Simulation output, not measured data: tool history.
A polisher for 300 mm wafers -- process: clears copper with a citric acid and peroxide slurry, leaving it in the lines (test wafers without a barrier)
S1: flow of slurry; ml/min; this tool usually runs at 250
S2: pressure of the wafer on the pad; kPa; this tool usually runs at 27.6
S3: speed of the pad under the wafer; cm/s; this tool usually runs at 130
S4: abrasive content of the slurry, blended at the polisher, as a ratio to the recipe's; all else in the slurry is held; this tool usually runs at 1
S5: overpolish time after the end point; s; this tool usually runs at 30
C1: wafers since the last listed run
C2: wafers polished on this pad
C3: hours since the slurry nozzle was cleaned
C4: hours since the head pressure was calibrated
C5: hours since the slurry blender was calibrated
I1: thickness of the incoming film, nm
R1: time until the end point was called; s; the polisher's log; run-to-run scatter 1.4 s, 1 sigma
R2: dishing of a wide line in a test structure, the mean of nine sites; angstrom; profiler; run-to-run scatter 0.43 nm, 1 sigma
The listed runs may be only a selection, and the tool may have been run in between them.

| run | hour | S1 | S2 | S3 | S4 | S5 | C1 | C2 | C3 | C4 | C5 | I1 | R1 | R2 |
|---|---|---|---|---|---|---|---|---|---|---|---|---|---|---|
| 1 | 0 | 250 | 27.6 | 130 | 1 | 30 | 0 | 637 | 37 | 951.8 | 49.8 | 518.6 | 136 | 377 |
| 2 | 25.9 | 250 | 27.6 | 130 | 1 | 30 | 197 | 834 | 62.9 | 977.7 | 75.7 | 516.1 | 136 | 375 |
|  | 103.3 | worn pad replaced by a new one |
| 3 | 114.2 | 250 | 27.6 | 130 | 1 | 17 | 641 | 83 | 151.2 | 1066 | 164 | 511.9 | 136.1 | 285 |
| 4 | 138.9 | 250 | 27.6 | 130 | 1 | 17 | 188 | 271 | 175.9 | 1090.7 | 188.7 | 505.1 | 137.9 | 292 |
| 5 | 152.3 | 250 | 35.2 | 130 | 1 | 30 | 102 | 373 | 189.3 | 1104.1 | 202.1 | 520.3 | 117.6 | 381 |
| 6 | 178.5 | 270 | 27.6 | 130 | 1 | 30 | 199 | 572 | 215.5 | 1130.3 | 228.3 | 513.8 | 138.5 | 365 |
| 7 | 192.4 | 270 | 27.6 | 130 | 1 | 30 | 105 | 678 | 229.4 | 1144.2 | 242.2 | 521.3 | 139.7 | 370 |
|  | 203.3 | slurry blender recalibrated |
| 8 | 206.8 | 250 | 27.6 | 96 | 1 | 30 | 94 | 772 | 243.8 | 1158.6 | 3.5 | 515.4 | 189.8 | 326 |
| 9 | 237.9 | 250 | 27.6 | 96 | 1 | 30 | 236 | 1009 | 274.9 | 1189.7 | 34.6 | 518.7 | 186.2 | 325 |
| 10 | 264.4 | 250 | 27.6 | 102 | 1 | 30 | 201 | 1211 | 301.4 | 1216.2 | 61.1 | 504.5 | 176.2 | 337 |
|  | 281.6 | worn pad replaced by a new one |
| 11 | 295.4 | 250 | 27.6 | 130 | 1 | 30 | 205 | 104 | 332.4 | 1247.2 | 92.1 | 517.5 | 143.7 | 365 |
| 12 | 327.5 | 250 | 27.6 | 130 | 1 | 30 | 244 | 349 | 364.5 | 1279.3 | 124.2 | 512.2 | 145 | 360 |
|  | 353.1 | slurry nozzle cleaned |
| 13 | 360.7 | 250 | 27.6 | 162 | 1 | 30 | 245 | 594 | 7.6 | 1312.5 | 157.4 | 519.7 | 113 | 391 |
| 14 | 395.8 | 250 | 27.6 | 96 | 1 | 30 | 267 | 861 | 42.7 | 1347.6 | 192.5 | 506.9 | 181.6 | 328 |
| 15 | 420.4 | 185 | 27.6 | 172 | 0.9 | 30 | 187 | 1048 | 67.3 | 1372.2 | 217.1 | 513.1 | 107.4 | 382 |
|  | 428.1 | head pressure recalibrated |
|  | 435.2 | worn pad replaced by a new one |
|  | 435.8 | slurry blender recalibrated |
| 16 | 448.2 | 325 | 20 | 114 | 0.85 | 30 | 160 | 94 | 95.1 | 20.1 | 12.4 | 521 | 191.6 | 326 |
| 17 | 468.4 | 250 | 27.6 | 130 | 1 | 30 | 153 | 247 | 115.3 | 40.3 | 32.6 | 515.5 | 136.6 | 366 |
| 18 | 502.5 | 200 | 18.6 | 130 | 0.85 | 17 | 259 | 507 | 149.4 | 74.4 | 66.7 | 515.6 | 180.3 | 245 |
| 19 | 520.6 | 180 | 20.7 | 130 | 1.2 | 30 | 137 | 645 | 167.5 | 92.5 | 84.8 | 510 | 165.9 | 337 |
| 20 | 546.7 | 250 | 31.7 | 130 | 1 | 30 | 198 | 844 | 193.6 | 118.6 | 110.9 | 507.6 | 124.8 | 378 |
| 21 | 562.1 | 250 | 27.6 | 130 | 1 | 30 | 117 | 961 | 209 | 134 | 126.3 | 512 | 137.7 | 365 |
| 22 | 580.2 | 250 | 27.6 | 166 | 1 | 30 | 137 | 1099 | 227.1 | 152.1 | 144.4 | 518.8 | 108.6 | 384 |
|  | 599.7 | worn pad replaced by a new one |
| 23 | 600.2 | 250 | 27.6 | 112 | 1.25 | 30 | 121 | 3 | 247.1 | 172.1 | 164.4 | 513.3 | 155.2 | 358 |
| 24 | 617.6 | 285 | 27.6 | 130 | 1.3 | 30 | 132 | 136 | 264.5 | 189.5 | 181.8 | 506.1 | 129.9 | 373 |
| 25 | 648.8 | 320 | 19.3 | 130 | 0.8 | 38 | 237 | 373 | 295.7 | 220.7 | 213 | 526.1 | 177.4 | 366 |
| 26 | 669.2 | 250 | 27.6 | 96 | 1 | 30 | 155 | 528 | 316.1 | 241.1 | 233.4 | 514.4 | 195 | 325 |

Here are 5 independent what-if runs from the current tool condition. What would each one return?
| A | 669.7 | 250 | 27.6 | 130 | 1.2 | 30 | 3 | 532 | 316.6 | 241.6 | 233.9 | 522.1 | ? | ? |
| B | 669.7 | 250 | 27.6 | 86 | 1 | 30 | 3 | 532 | 316.6 | 241.6 | 233.9 | 522.1 | ? | ? |
| C | 669.7 | 250 | 23.4 | 130 | 1 | 46 | 3 | 532 | 316.6 | 241.6 | 233.9 | 522.1 | ? | ? |
| D | 669.7 | 285 | 27.6 | 130 | 1 | 30 | 3 | 532 | 316.6 | 241.6 | 233.9 | 522.1 | ? | ? |
| E | 669.7 | 250 | 27.6 | 130 | 0.75 | 40 | 3 | 532 | 316.6 | 241.6 | 233.9 | 522.1 | ? | ? |

| run | R1 | R2 |
|---|---|---|
| A | 140.3 | 357 |
| B | 215.3 | 301 |
| C | 158.1 | 383 |
| D | 141.4 | 356 |
| E | 147.8 | 381 |
The same runs, with their run-to-run variation unchanged, on a tool lacking any hidden condition would have given:
| run | R1 | R2 |
|---|---|---|
| A | 134.3 | 362 |
| B | 206 | 307 |
| C | 151.2 | 387 |
| D | 135.8 | 361 |
| E | 141.4 | 385 |

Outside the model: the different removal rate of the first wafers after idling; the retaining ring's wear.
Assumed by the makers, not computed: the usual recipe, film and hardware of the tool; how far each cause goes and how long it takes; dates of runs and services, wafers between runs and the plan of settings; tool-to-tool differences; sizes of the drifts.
